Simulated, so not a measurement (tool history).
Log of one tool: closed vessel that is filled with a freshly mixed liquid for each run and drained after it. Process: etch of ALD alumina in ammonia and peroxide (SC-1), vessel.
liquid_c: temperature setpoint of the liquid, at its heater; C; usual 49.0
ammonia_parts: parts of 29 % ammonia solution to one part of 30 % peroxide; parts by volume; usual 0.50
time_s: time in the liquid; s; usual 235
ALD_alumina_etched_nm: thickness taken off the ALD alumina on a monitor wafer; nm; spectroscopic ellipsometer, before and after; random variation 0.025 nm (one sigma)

run    hour  liquid_c  ammonia_parts  time_s  read-back film thickness of the ALD alumina reference wafer, read on the same gauge (nm)  ALD_alumina_etched_nm
  1     0.0      49.0           0.40     235                                                                                     90.01                   9.87
  2    74.1      49.0           0.40     235                                                                                     89.98                   9.91
  3   178.4      49.0           0.50     320                                                                                     90.01                  13.75
  4   276.9      49.0           0.50     320                                                                                     90.01                  13.71
  5   363.6      49.0           0.50     320                                                                                     89.99                  13.69
  6   436.6      49.0           0.50     235                                                                                     89.99                  10.09
  7   488.8      49.0           0.50     235                                                                                     90.00                  10.02
      495.3  -- new drum of ammonia solution connected
  8   560.8      49.0           0.50     235                                                                                     90.03                  10.16
  9   633.0      49.0           0.50     235                                                                                     90.00                  10.16
 10   835.9      49.0           0.50     235                                                                                     90.04                  10.11
 11   876.1      49.0           0.50     235                                                                                     90.01                  10.11
 12   954.6      45.5           0.50     235                                                                                     89.98                   8.25
     1017.2  -- gauge calibrated
 13  1024.9      49.0           0.50     235                                                                                     90.01                  10.08
 14  1115.4      49.0           0.50     350                                                                                     89.98                  14.96
 15  1155.3      55.0           0.30     315                                                                                     89.97                  17.63
 16  1235.7      54.5           0.60     100                                                                                     89.98                   5.86
 17  1326.1      49.0           0.65     360                                                                                     89.98                  15.64
     1337.3  -- thermometer replaced
     1356.5  -- new drum of ammonia solution connected
 18  1367.1      57.5           0.40     145                                                                                     90.04                   9.65
 19  1424.7      49.0           0.50     295                                                                                     89.99                  12.66
     1450.4  -- ammonia flow meter replaced
 20  1519.5      46.5           0.65     185                                                                                     90.04                   7.16
 21  1555.6      49.0           0.40     235                                                                                     90.01                   9.95
 22  1645.0      43.5           0.35     280                                                                                     90.02                   8.62
 23  1742.1      52.0           0.50     235                                                                                     89.97                  11.96
 24  1820.1      53.5           0.35     235                                                                                     90.02                  12.52
 25  1914.9      49.0           0.50     235                                                                                     89.97                  10.12
 26  1965.0      49.0           0.50     235                                                                                     90.01                  10.08
     2188.8  -- new drum of ammonia solution connected
 27  2256.7      45.0           0.25     300                                                                                     90.02                   9.73

4 ways to go on from here, each from the tool as it stands after run 27. What would each give?
  A  2257.4      49.0           0.50     105                                                                                         ?                      ?
  B  2257.4      52.0           0.45     235                                                                                         ?                      ?
  C  2257.4      49.0           0.30     235                                                                                         ?                      ?
  D  2257.4      54.0           0.50     235                                                                                         ?                      ?

run  read-back film thickness of the ALD alumina reference wafer, read on the same gauge (nm)  ALD_alumina_etched_nm
  A                                                                                     90.01                   4.54
  B                                                                                     90.01                  11.85
  C                                                                                     90.01                   9.68
  D                                                                                     90.01                  13.33
Without the tool's hidden state the same runs would have given:
run  ALD_alumina_etched_nm
  A                   4.57
  B                  11.93
  C                   9.74
  D                  13.42
